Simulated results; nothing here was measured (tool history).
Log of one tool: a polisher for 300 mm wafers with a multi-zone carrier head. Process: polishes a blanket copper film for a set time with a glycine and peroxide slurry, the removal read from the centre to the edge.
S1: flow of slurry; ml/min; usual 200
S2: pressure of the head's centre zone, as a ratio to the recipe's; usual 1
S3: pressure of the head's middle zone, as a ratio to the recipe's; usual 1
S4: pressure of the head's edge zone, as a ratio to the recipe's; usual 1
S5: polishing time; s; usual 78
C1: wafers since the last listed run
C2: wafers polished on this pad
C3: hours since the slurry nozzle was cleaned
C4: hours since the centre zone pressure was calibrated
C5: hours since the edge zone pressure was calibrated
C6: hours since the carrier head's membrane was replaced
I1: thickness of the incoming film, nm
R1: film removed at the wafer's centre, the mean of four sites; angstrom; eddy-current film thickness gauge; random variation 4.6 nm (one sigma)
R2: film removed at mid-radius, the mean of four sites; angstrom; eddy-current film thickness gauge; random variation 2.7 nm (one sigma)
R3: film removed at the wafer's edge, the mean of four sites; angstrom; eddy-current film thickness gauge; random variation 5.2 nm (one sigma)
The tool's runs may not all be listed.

Run 1, hour 0: usual settings; C1 0; C2 283; C3 192; C4 1209; C5 166.7; C6 618.7; I1 1378.6. Result: R1 3663 angstrom, R2 3800 angstrom, R3 3831 angstrom.
Run 2, hour 13.3: usual settings; C1 83; C2 366; C3 205.3; C4 1222.3; C5 180; C6 632; I1 1374.8. Result: R1 3713 angstrom, R2 3725 angstrom, R3 3732 angstrom.
Run 3, hour 27.6: usual settings; C1 89; C2 455; C3 219.6; C4 1236.6; C5 194.3; C6 646.3; I1 1373.8. Result: R1 3642 angstrom, R2 3609 angstrom, R3 3648 angstrom.
Run 4, hour 34.4: usual settings; C1 42; C2 497; C3 226.4; C4 1243.4; C5 201.1; C6 653.1; I1 1361.2. Result: R1 3527 angstrom, R2 3619 angstrom, R3 3689 angstrom.
Run 5, hour 49.7: usual settings; C1 95; C2 593; C3 241.7; C4 1258.7; C5 216.4; C6 668.4; I1 1383.6. Result: R1 3522 angstrom, R2 3526 angstrom, R3 3597 angstrom.
Run 6, hour 66.4: usual settings; C1 104; C2 697; C3 258.4; C4 1275.4; C5 233.1; C6 685.1; I1 1390.3. Result: R1 3442 angstrom, R2 3457 angstrom, R3 3559 angstrom.
Run 7, hour 72.7: usual settings; C1 39; C2 737; C3 264.7; C4 1281.7; C5 239.4; C6 691.4; I1 1369.4. Result: R1 3408 angstrom, R2 3417 angstrom, R3 3528 angstrom.
Run 8, hour 85.5: usual settings; C1 79; C2 816; C3 277.5; C4 1294.5; C5 252.2; C6 704.2; I1 1370.3. Result: R1 3274 angstrom, R2 3375 angstrom, R3 3422 angstrom.
At hour 93.3: slurry nozzle cleaned.
At hour 96.2: worn pad replaced by a new one.
Run 9, hour 102: usual settings; C1 78; C2 36; C3 8.7; C4 1311; C5 268.7; C6 720.7; I1 1362.6. Result: R1 3994 angstrom, R2 4126 angstrom, R3 4012 angstrom.

Forecast run 10:
At hour 111.7: centre zone pressure recalibrated.
Run 10, hour 114.2: usual settings but S1 145 ml/min, S4 0.9; C1 63; C2 99; C3 20.9; C4 2.5; C5 280.9; C6 732.9; I1 1378.4. Result: R1 ?, R2 ?, R3 ?.

{"run 10": {"R1": 3733, "R2": 3829, "R3": 3631}}
Without the tool's hidden state the same run would have given R1 3826 angstrom, R2 3923 angstrom, R3 3719 angstrom.
